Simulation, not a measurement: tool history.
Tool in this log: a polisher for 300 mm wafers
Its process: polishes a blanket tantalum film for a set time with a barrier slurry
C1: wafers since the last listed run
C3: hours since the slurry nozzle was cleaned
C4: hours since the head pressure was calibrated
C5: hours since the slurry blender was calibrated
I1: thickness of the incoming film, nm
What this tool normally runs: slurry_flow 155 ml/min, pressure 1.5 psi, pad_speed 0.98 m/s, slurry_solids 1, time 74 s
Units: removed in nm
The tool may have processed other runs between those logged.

{"run": 1, "hour": 0.0, "slurry_flow": 155, "pressure": 1.5, "pad_speed": 0.98, "slurry_solids": 1, "time": 69, "C1": 0, "wafers polished on this pad": 1224, "C3": 704.7, "C4": 54, "C5": 151.4, "I1": 248.1, "removed": 81.2}
{"hour": 55.5, "done": "slurry nozzle cleaned"}
{"run": 2, "hour": 71.9, "slurry_flow": 155, "pressure": 1.5, "pad_speed": 0.98, "slurry_solids": 1, "time": 69, "C1": 432, "wafers polished on this pad": 1657, "C3": 16.4, "C4": 125.9, "C5": 223.3, "I1": 252.7, "removed": 79.4}
{"hour": 153.2, "done": "worn pad replaced by a new one"}
{"run": 3, "hour": 194.4, "slurry_flow": 155, "pressure": 1.5, "pad_speed": 0.98, "slurry_solids": 0.85, "time": 74, "C1": 723, "wafers polished on this pad": 251, "C3": 138.9, "C4": 248.4, "C5": 345.8, "I1": 249.3, "removed": 87.6}
{"hour": 255.0, "done": "slurry blender recalibrated"}
{"run": 4, "hour": 264.8, "slurry_flow": 155, "pressure": 1.5, "pad_speed": 0.98, "slurry_solids": 0.85, "time": 74, "C1": 417, "wafers polished on this pad": 669, "C3": 209.3, "C4": 318.8, "C5": 9.8, "I1": 246.3, "removed": 84.4}
{"hour": 324.6, "done": "head pressure recalibrated"}
{"run": 5, "hour": 325.6, "slurry_flow": 190, "pressure": 1.9, "pad_speed": 0.98, "slurry_solids": 1, "time": 74, "C1": 359, "wafers polished on this pad": 1028, "C3": 270.1, "C4": 1, "C5": 70.6, "I1": 248.4, "removed": 110.7}
{"run": 6, "hour": 358.5, "slurry_flow": 155, "pressure": 1.5, "pad_speed": 0.98, "slurry_solids": 1, "time": 86, "C1": 200, "wafers polished on this pad": 1229, "C3": 303, "C4": 33.9, "C5": 103.5, "I1": 254.2, "removed": 100.7}
{"run": 7, "hour": 424.0, "slurry_flow": 155, "pressure": 1.5, "pad_speed": 0.98, "slurry_solids": 1, "time": 86, "C1": 399, "wafers polished on this pad": 1629, "C3": 368.5, "C4": 99.4, "C5": 169, "I1": 253.4, "removed": 97.8}
{"run": 8, "hour": 464.8, "slurry_flow": 155, "pressure": 1.5, "pad_speed": 0.98, "slurry_solids": 1, "time": 74, "C1": 249, "wafers polished on this pad": 1878, "C3": 409.3, "C4": 140.2, "C5": 209.8, "I1": 251.3, "removed": 84}
{"run": 9, "hour": 499.5, "slurry_flow": 155, "pressure": 1.5, "pad_speed": 0.98, "slurry_solids": 1, "time": 74, "C1": 211, "wafers polished on this pad": 2090, "C3": 444, "C4": 174.9, "C5": 244.5, "I1": 251.2, "removed": 84}
{"run": 10, "hour": 532.2, "slurry_flow": 155, "pressure": 1.5, "pad_speed": 0.98, "slurry_solids": 1, "time": 74, "C1": 199, "wafers polished on this pad": 2289, "C3": 476.7, "C4": 207.6, "C5": 277.2, "I1": 248.3, "removed": 84.6}
{"run": 11, "hour": 558.6, "slurry_flow": 155, "pressure": 1.5, "pad_speed": 0.98, "slurry_solids": 1, "time": 74, "C1": 161, "wafers polished on this pad": 2450, "C3": 503.1, "C4": 234, "C5": 303.6, "I1": 252.2, "removed": 83.8}
{"hour": 569.6, "done": "worn pad replaced by a new one"}
{"hour": 641.9, "done": "slurry blender recalibrated"}
{"hour": 643.2, "done": "head pressure recalibrated"}
{"run": 12, "hour": 659.7, "slurry_flow": 115, "pressure": 1.5, "pad_speed": 0.98, "slurry_solids": 1, "time": 74, "C1": 573, "wafers polished on this pad": 530, "C3": 604.2, "C4": 16.5, "C5": 17.8, "I1": 251.5, "removed": 83.7}
{"hour": 701.5, "done": "slurry nozzle cleaned"}
{"run": 13, "hour": 708.2, "slurry_flow": 115, "pressure": 1.5, "pad_speed": 0.98, "slurry_solids": 1, "time": 74, "C1": 290, "wafers polished on this pad": 820, "C3": 6.7, "C4": 65, "C5": 66.3, "I1": 252.9, "removed": 81.6}
{"run": 14, "hour": 738.4, "slurry_flow": 130, "pressure": 1.5, "pad_speed": 0.98, "slurry_solids": 1, "time": 74, "C1": 184, "wafers polished on this pad": 1004, "C3": 36.9, "C4": 95.2, "C5": 96.5, "I1": 244.6, "removed": 82.5}
{"run": 15, "hour": 795.0, "slurry_flow": 155, "pressure": 1.7, "pad_speed": 0.76, "slurry_solids": 1, "time": 74, "C1": 345, "wafers polished on this pad": 1350, "C3": 93.5, "C4": 151.8, "C5": 153.1, "I1": 251.5, "removed": 74.9}

Run 16 has not been measured yet. What should we expect?
{"run": 16, "hour": 820.5, "slurry_flow": 155, "pressure": 1.5, "pad_speed": 1.3, "slurry_solids": 1, "time": 74, "C1": 155, "wafers polished on this pad": 1506, "C3": 119, "C4": 177.3, "C5": 178.6, "I1": 248.7, "removed": "?"}

{"run 16": {"removed": 112.2}}
Were there no unlogged condition in the tool, this run, its random variation unchanged, would have produced removed 122.1 nm.
